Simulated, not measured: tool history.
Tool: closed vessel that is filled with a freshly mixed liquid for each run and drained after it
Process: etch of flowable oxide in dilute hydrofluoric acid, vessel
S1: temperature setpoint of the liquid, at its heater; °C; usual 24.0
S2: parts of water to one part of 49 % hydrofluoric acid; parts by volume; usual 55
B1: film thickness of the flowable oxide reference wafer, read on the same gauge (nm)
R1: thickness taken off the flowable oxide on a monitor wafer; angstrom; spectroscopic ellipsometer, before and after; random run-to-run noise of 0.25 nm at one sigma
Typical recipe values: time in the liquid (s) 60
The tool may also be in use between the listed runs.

{"run": 1, "hour": 0.0, "S1": 24.0, "S2": 70, "time in the liquid (s)": 70, "B1": 29.99, "R1": 435.6}
{"run": 2, "hour": 80.1, "S1": 24.0, "S2": 65, "time in the liquid (s)": 60, "B1": 30.01, "R1": 403.9}
{"run": 3, "hour": 340.2, "S1": 24.0, "S2": 65, "time in the liquid (s)": 60, "B1": 29.99, "R1": 406.7}
{"run": 4, "hour": 411.1, "S1": 24.0, "S2": 55, "time in the liquid (s)": 60, "B1": 29.98, "R1": 486.4}
{"hour": 549.6, "done": "hydrofluoric acid flow meter replaced"}
{"run": 5, "hour": 689.7, "S1": 24.0, "S2": 55, "time in the liquid (s)": 60, "B1": 30.02, "R1": 503.1}
{"run": 6, "hour": 725.7, "S1": 24.0, "S2": 55, "time in the liquid (s)": 60, "B1": 30.0, "R1": 506.1}
{"run": 7, "hour": 771.9, "S1": 24.0, "S2": 55, "time in the liquid (s)": 60, "B1": 29.99, "R1": 506.5}
{"run": 8, "hour": 853.1, "S1": 24.0, "S2": 55, "time in the liquid (s)": 60, "B1": 30.01, "R1": 506.9}
{"hour": 930.4, "done": "hydrofluoric acid flow meter replaced, repeated, since the last time left the tool worse"}
{"run": 9, "hour": 937.1, "S1": 24.0, "S2": 55, "time in the liquid (s)": 60, "B1": 30.0, "R1": 473.1}
{"run": 10, "hour": 1034.9, "S1": 24.0, "S2": 70, "time in the liquid (s)": 60, "B1": 29.99, "R1": 365.6}
{"run": 11, "hour": 1099.1, "S1": 24.0, "S2": 55, "time in the liquid (s)": 60, "B1": 30.02, "R1": 472.0}
{"hour": 1156.1, "done": "thermometer replaced"}
{"run": 12, "hour": 1181.4, "S1": 28.0, "S2": 65, "time in the liquid (s)": 35, "B1": 29.99, "R1": 272.0}
{"hour": 1233.3, "done": "gauge calibrated"}
{"run": 13, "hour": 1263.9, "S1": 24.0, "S2": 35, "time in the liquid (s)": 60, "B1": 30.0, "R1": 775.4}
{"run": 14, "hour": 1349.5, "S1": 19.5, "S2": 55, "time in the liquid (s)": 30, "B1": 29.98, "R1": 198.0}
{"run": 15, "hour": 1386.2, "S1": 24.0, "S2": 55, "time in the liquid (s)": 60, "B1": 29.99, "R1": 480.4}
{"run": 16, "hour": 1499.2, "S1": 24.0, "S2": 70, "time in the liquid (s)": 60, "B1": 30.02, "R1": 368.3}
{"run": 17, "hour": 1568.5, "S1": 21.5, "S2": 55, "time in the liquid (s)": 60, "B1": 29.97, "R1": 430.1}
{"run": 18, "hour": 1635.1, "S1": 24.0, "S2": 55, "time in the liquid (s)": 95, "B1": 30.02, "R1": 762.3}
{"run": 19, "hour": 1680.5, "S1": 24.0, "S2": 45, "time in the liquid (s)": 60, "B1": 29.99, "R1": 598.3}

Some steps in R1, run to run, broken into two amounts with sign: the step expected even without the hidden condition (settings, incoming material, random variation), and the rest, left for the hidden condition together with whatever gauge scatter is not in both the measured and the hidden-condition-free result:
Hidden state at play: liquid hotter than its thermometer reads (K); hydrofluoric acid flow above the setpoint (%); gauge reads high (%).
Run 8 -> 9: hydrofluoric acid flow meter replaced, repeated, since the last time left the tool worse. R1 -33.8 angstrom: hidden state -33.8, all else +0.0.
Run 13 -> 14: S1 24.0 -> 19.5, S2 35 -> 55, time in the liquid (s) 60 -> 30. R1 -577.4 angstrom: hidden state -5.0, all else -572.4.

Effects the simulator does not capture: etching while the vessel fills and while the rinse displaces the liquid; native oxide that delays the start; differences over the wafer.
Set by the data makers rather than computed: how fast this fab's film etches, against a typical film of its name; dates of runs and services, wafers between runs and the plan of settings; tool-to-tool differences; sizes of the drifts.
